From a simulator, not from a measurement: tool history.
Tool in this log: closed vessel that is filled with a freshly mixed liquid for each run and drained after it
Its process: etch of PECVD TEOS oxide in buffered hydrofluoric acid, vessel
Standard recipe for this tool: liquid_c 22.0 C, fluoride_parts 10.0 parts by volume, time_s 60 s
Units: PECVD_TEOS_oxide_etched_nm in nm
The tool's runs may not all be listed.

run	hour	liquid_c	fluoride_parts	time_s	wafers since the last listed run	hours since the thermometer was replaced	hours since the hydrofluoric acid flow meter was replaced	hours since the gauge calibration	read-back film thickness of the PECVD TEOS oxide reference wafer, read on the same gauge (nm)	PECVD_TEOS_oxide_etched_nm
1	0.0	22.0	10.0	60	0	1351.3	1877.5	882.9	130.00	138.69
2	21.6	22.0	10.0	60	1444	1372.9	1899.1	904.5	130.00	139.76
3	36.6	22.0	10.0	60	1003	1387.9	1914.1	919.5	130.01	137.10
4	59.7	22.0	10.0	60	1544	1411.0	1937.2	942.6	130.02	139.43
5	156.8	22.0	10.0	55	6493	1508.1	2034.3	1039.7	129.98	129.00
6	181.8	22.0	10.0	60	1671	1533.1	2059.3	1064.7	129.98	141.54
7	200.9	22.0	10.0	60	1277	1552.2	2078.4	1083.8	130.00	137.98
8	283.6	22.0	10.0	60	5530	1634.9	2161.1	1166.5	129.99	140.90
9	319.6	22.0	10.0	60	2407	1670.9	2197.1	1202.5	130.00	139.19
10	347.3	22.0	10.0	60	1852	1698.6	2224.8	1230.2	130.00	138.57
11	378.0	22.0	8.5	60	2053	1729.3	2255.5	1260.9	130.00	158.24
# hour 384.6: hydrofluoric acid flow meter replaced
12	408.5	22.0	8.5	60	1972	1759.8	23.9	1291.4	130.01	157.29
13	430.7	22.0	8.5	60	1484	1782.0	46.1	1313.6	129.98	159.07
# hour 445.1: gauge calibrated
14	460.6	22.0	10.0	60	1999	1811.9	76.0	15.5	130.01	138.37
15	495.7	22.0	10.0	60	2347	1847.0	111.1	50.6	129.99	139.25
16	529.4	18.0	8.5	90	2253	1880.7	144.8	84.3	130.00	192.68
17	555.0	20.0	10.0	60	1712	1906.3	170.4	109.9	130.01	126.08
18	588.0	26.0	10.0	60	2206	1939.3	203.4	142.9	130.00	172.96
19	600.3	22.0	10.0	60	822	1951.6	215.7	155.2	130.00	139.12
20	630.1	18.0	12.0	30	1992	1981.4	245.5	185.0	129.99	47.44
21	664.4	22.0	10.0	60	2293	2015.7	279.8	219.3	130.00	139.84
22	694.9	18.5	9.0	45	2039	2046.2	310.3	249.8	130.01	92.00
# hour 700.6: thermometer replaced
23	711.0	22.0	10.0	60	1009	10.4	326.4	265.9	130.02	140.58
24	730.7	20.0	13.5	75	1317	30.1	346.1	285.6	129.99	116.66
25	757.1	22.0	8.0	85	1765	56.5	372.5	312.0	129.98	241.96
26	771.9	24.5	12.0	80	989	71.3	387.3	326.8	130.01	179.22
27	800.1	22.0	10.0	90	1885	99.5	415.5	355.0	129.99	210.97
28	817.8	22.0	10.0	60	1183	117.2	433.2	372.7	129.99	139.43
29	847.6	18.0	12.0	30	1992	147.0	463.0	402.5	129.99	46.19
30	861.5	22.0	12.0	60	929	160.9	476.9	416.4	130.00	115.84
31	882.9	20.0	9.0	90	1431	182.3	498.3	437.8	130.02	200.52
32	900.3	24.0	12.0	70	1163	199.7	515.7	455.2	130.01	154.01

Each row is a separate what-if for the run after 32, all from the same tool condition, not one after another. Results?
A	901.0	18.0	10.0	60	46	200.4	516.4	455.9	?	?
B	901.0	22.0	10.0	85	46	200.4	516.4	455.9	?	?
C	901.0	25.0	7.5	40	46	200.4	516.4	455.9	?	?
D	901.0	25.0	13.5	50	46	200.4	516.4	455.9	?	?
E	901.0	22.0	10.0	50	46	200.4	516.4	455.9	?	?

run	read-back film thickness of the PECVD TEOS oxide reference wafer, read on the same gauge (nm)	PECVD_TEOS_oxide_etched_nm
A	130.00	112.28
B	130.00	198.99
C	130.00	143.65
D	130.00	102.90
E	130.00	117.06
Without the tool's hidden state the same runs would have given:
run	PECVD_TEOS_oxide_etched_nm
A	112.28
B	198.99
C	143.65
D	102.90
E	117.06

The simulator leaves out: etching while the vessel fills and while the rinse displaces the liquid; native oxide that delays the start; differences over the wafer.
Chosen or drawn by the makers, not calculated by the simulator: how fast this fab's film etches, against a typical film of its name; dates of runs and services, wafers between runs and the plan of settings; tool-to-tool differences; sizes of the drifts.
